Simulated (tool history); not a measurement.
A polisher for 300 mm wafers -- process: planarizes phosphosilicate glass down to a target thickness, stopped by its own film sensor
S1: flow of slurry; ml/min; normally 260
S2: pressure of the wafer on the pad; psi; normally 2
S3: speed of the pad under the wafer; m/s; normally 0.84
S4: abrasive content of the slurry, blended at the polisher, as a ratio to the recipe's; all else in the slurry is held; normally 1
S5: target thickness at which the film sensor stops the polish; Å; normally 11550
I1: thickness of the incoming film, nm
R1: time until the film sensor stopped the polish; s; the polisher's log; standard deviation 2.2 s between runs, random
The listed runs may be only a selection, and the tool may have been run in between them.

run	hour	S1	S2	S3	S4	S5	I1	R1
1	0	260	2	0.84	1	11550	1880.7	141.9
# hour 4.6: slurry blender recalibrated
2	14.9	260	2	0.84	1.1	11550	1865.2	128.4
3	44.4	260	2	0.84	1	11550	1868.6	137.2
4	77	260	2	0.84	1	11550	1841.8	135.1
# hour 96.1: worn pad replaced by a new one
5	97.9	260	2	0.84	1	11550	1864.7	138.3
6	118.3	260	2	0.84	1	11550	1849.7	135.2
7	149.6	260	2	0.84	1	11550	1876.3	143.8
8	171.5	260	2	0.84	1	11550	1858.1	144.9
9	194.1	295	2	0.84	1	13480	1879.9	106.7
# hour 198.9: slurry nozzle cleaned
# hour 216: head pressure recalibrated
10	218.1	215	1.5	0.84	1	10110	1843.9	224.5
11	235.6	260	2	0.84	1	11550	1896.5	159.2
# hour 254.3: conditioning disc replaced and pad reconditioned
12	256.8	260	2	0.84	1	11550	1856.8	134.4
13	282.4	180	2	1.04	0.85	11550	1849.4	129.3
# hour 289.2: worn pad replaced by a new one
# hour 292.1: slurry blender recalibrated
14	312.8	260	2.3	1.14	1	12470	1868	86.3
15	345.4	225	2	0.84	1	11550	1842.9	136
16	365.5	260	2	1.04	1	12390	1862.9	101.1
17	377.8	260	1.8	0.84	1	11550	1821.3	143.9
18	399.7	260	2.3	0.84	1	11550	1845.8	123.1
19	444.5	260	2	0.84	0.85	11550	1886	165.9

Predict each of these 5 candidate next runs independently; none follows another, all start after run 19:
A	445	260	2	0.84	1	11550	1860.7	?
B	445	260	2	0.84	1.25	11550	1860.7	?
C	445	340	2	0.84	1.2	9860	1860.7	?
D	445	340	2.4	0.84	0.8	13750	1860.7	?
E	445	350	2	0.84	1	11550	1860.7	?

run	R1
A	140.3
B	124.7
C	154
D	95.5
E	136.7
With the hidden condition removed and each run's random variation left untouched, the same runs would have given:
run	R1
A	134
B	119.1
C	147
D	90.7
E	130.5
